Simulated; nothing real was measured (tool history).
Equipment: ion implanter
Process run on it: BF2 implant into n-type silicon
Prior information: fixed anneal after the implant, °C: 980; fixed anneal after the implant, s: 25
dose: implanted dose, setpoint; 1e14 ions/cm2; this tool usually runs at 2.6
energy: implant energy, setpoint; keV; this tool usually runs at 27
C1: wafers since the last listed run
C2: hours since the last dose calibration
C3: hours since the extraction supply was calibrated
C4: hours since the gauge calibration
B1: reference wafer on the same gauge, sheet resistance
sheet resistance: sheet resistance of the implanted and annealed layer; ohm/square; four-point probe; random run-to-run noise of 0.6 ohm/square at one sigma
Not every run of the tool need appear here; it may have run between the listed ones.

Run 1, hour 0: usual settings; C1 0; C2 1216.7; C3 3059.4; C4 265; B1 371.06. Result: sheet resistance 382.72 ohm/square.
Run 2, hour 27.3: usual settings; C1 606; C2 1244; C3 3086.7; C4 292.3; B1 371.07. Result: sheet resistance 382.31 ohm/square.
Run 3, hour 42.5: usual settings but dose 2.38 1e14 ions/cm2, energy 32.5 keV; C1 337; C2 1259.2; C3 3101.9; C4 307.5; B1 371.05. Result: sheet resistance 408.7 ohm/square.
Run 4, hour 58.5: usual settings; C1 355; C2 1275.2; C3 3117.9; C4 323.5; B1 371.01. Result: sheet resistance 382.04 ohm/square.
Run 5, hour 83.9: usual settings; C1 564; C2 1300.6; C3 3143.3; C4 348.9; B1 370.91. Result: sheet resistance 381.5 ohm/square.
Run 6, hour 98.9: usual settings; C1 333; C2 1315.6; C3 3158.3; C4 363.9; B1 370.95. Result: sheet resistance 382.21 ohm/square.
Run 7, hour 125.2: usual settings; C1 584; C2 1341.9; C3 3184.6; C4 390.2; B1 371.04. Result: sheet resistance 381.48 ohm/square.
Run 8, hour 156.5: usual settings; C1 695; C2 1373.2; C3 3215.9; C4 421.5; B1 370.83. Result: sheet resistance 381.87 ohm/square.
Run 9, hour 174.2: usual settings; C1 393; C2 1390.9; C3 3233.6; C4 439.2; B1 370.98. Result: sheet resistance 381.91 ohm/square.
Run 10, hour 202.6: usual settings; C1 631; C2 1419.3; C3 3262; C4 467.6; B1 370.95. Result: sheet resistance 382.55 ohm/square.
Run 11, hour 217.1: usual settings but energy 33 keV; C1 322; C2 1433.8; C3 3276.5; C4 482.1; B1 371.08. Result: sheet resistance 377.81 ohm/square.
Run 12, hour 239.7: usual settings but dose 1.99 1e14 ions/cm2; C1 502; C2 1456.4; C3 3299.1; C4 504.7; B1 370.85. Result: sheet resistance 478.21 ohm/square.
Run 13, hour 263.6: usual settings but dose 1.99 1e14 ions/cm2; C1 531; C2 1480.3; C3 3323; C4 528.6; B1 370.84. Result: sheet resistance 477.61 ohm/square.
Run 14, hour 287.9: usual settings; C1 540; C2 1504.6; C3 3347.3; C4 552.9; B1 370.94. Result: sheet resistance 382.34 ohm/square.
Run 15, hour 322.9: usual settings; C1 778; C2 1539.6; C3 3382.3; C4 587.9; B1 370.89. Result: sheet resistance 381.17 ohm/square.
At hour 336.1: extraction supply calibrated.
Run 16, hour 351.2: usual settings but dose 2.22 1e14 ions/cm2, energy 21 keV; C1 451; C2 1567.9; C3 15.1; C4 616.2; B1 370.93. Result: sheet resistance 442.33 ohm/square.
Run 17, hour 370: usual settings but dose 2.02 1e14 ions/cm2; C1 417; C2 1586.7; C3 33.9; C4 635; B1 371.12. Result: sheet resistance 470.33 ohm/square.
At hour 393.3: Faraday cup replaced and dose calibrated.
Run 18, hour 395.8: usual settings; C1 395; C2 2.5; C3 59.7; C4 660.8; B1 371.07. Result: sheet resistance 397.85 ohm/square.
Run 19, hour 416.2: usual settings but energy 36 keV; C1 453; C2 22.9; C3 80.1; C4 681.2; B1 370.89. Result: sheet resistance 392.37 ohm/square.
Run 20, hour 449.6: usual settings; C1 742; C2 56.3; C3 113.5; C4 714.6; B1 370.86. Result: sheet resistance 397.27 ohm/square.
Run 21, hour 465.3: usual settings but dose 2.03 1e14 ions/cm2; C1 349; C2 72; C3 129.2; C4 730.3; B1 371.1. Result: sheet resistance 487.46 ohm/square.
At hour 471.7: gauge calibrated.
Run 22, hour 497.5: usual settings but dose 2.22 1e14 ions/cm2, energy 21 keV; C1 715; C2 104.2; C3 161.4; C4 25.8; B1 370.97. Result: sheet resistance 459.05 ohm/square.
Run 23, hour 513.4: usual settings; C1 353; C2 120.1; C3 177.3; C4 41.7; B1 370.95. Result: sheet resistance 394.55 ohm/square.
Run 24, hour 532.3: usual settings but dose 1.87 1e14 ions/cm2, energy 31 keV; C1 420; C2 139; C3 196.2; C4 60.6; B1 370.87. Result: sheet resistance 514.02 ohm/square.
Run 25, hour 553.1: usual settings but dose 3.03 1e14 ions/cm2, energy 33.5 keV; C1 462; C2 159.8; C3 217; C4 81.4; B1 371.1. Result: sheet resistance 342.75 ohm/square.
Run 26, hour 578.3: usual settings but dose 2.94 1e14 ions/cm2, energy 36.5 keV; C1 560; C2 185; C3 242.2; C4 106.6; B1 371.09. Result: sheet resistance 350.18 ohm/square.
Run 27, hour 612.5: usual settings but dose 2.22 1e14 ions/cm2, energy 24.5 keV; C1 760; C2 219.2; C3 276.4; C4 140.8; B1 371.09. Result: sheet resistance 452 ohm/square.
Run 28, hour 642: usual settings but dose 3.28 1e14 ions/cm2, energy 30 keV; C1 655; C2 248.7; C3 305.9; C4 170.3; B1 371.18. Result: sheet resistance 321.18 ohm/square.
Run 29, hour 660.1: usual settings but dose 2.26 1e14 ions/cm2, energy 24 keV; C1 402; C2 266.8; C3 324; C4 188.4; B1 370.88. Result: sheet resistance 444.49 ohm/square.
Run 30, hour 695.7: usual settings but energy 33.5 keV; C1 791; C2 302.4; C3 359.6; C4 224; B1 370.92. Result: sheet resistance 388.59 ohm/square.

Predict each of these 4 candidate next runs independently; none follows another, all start after run 30:
Run A, hour 696.1: usual settings but dose 2.27 1e14 ions/cm2; C1 8; C2 302.8; C3 360; C4 224.4; B1 ?. Result: sheet resistance ?.
Run B, hour 696.1: usual settings but energy 24 keV; C1 8; C2 302.8; C3 360; C4 224.4; B1 ?. Result: sheet resistance ?.
Run C, hour 696.1: usual settings but energy 29.5 keV; C1 8; C2 302.8; C3 360; C4 224.4; B1 ?. Result: sheet resistance ?.
Run D, hour 696.1: usual settings but dose 2.07 1e14 ions/cm2, energy 20.5 keV; C1 8; C2 302.8; C3 360; C4 224.4; B1 ?. Result: sheet resistance ?.

run      B1  sheet resistance
  A  371.13            439.06
  B  371.13            394.86
  C  371.13            390.45
  D  371.13            483.76
Without the tool's unlogged condition, the same runs would have read:
run  sheet resistance
  A            444.64
  B            399.87
  C            395.43
  D             490.1
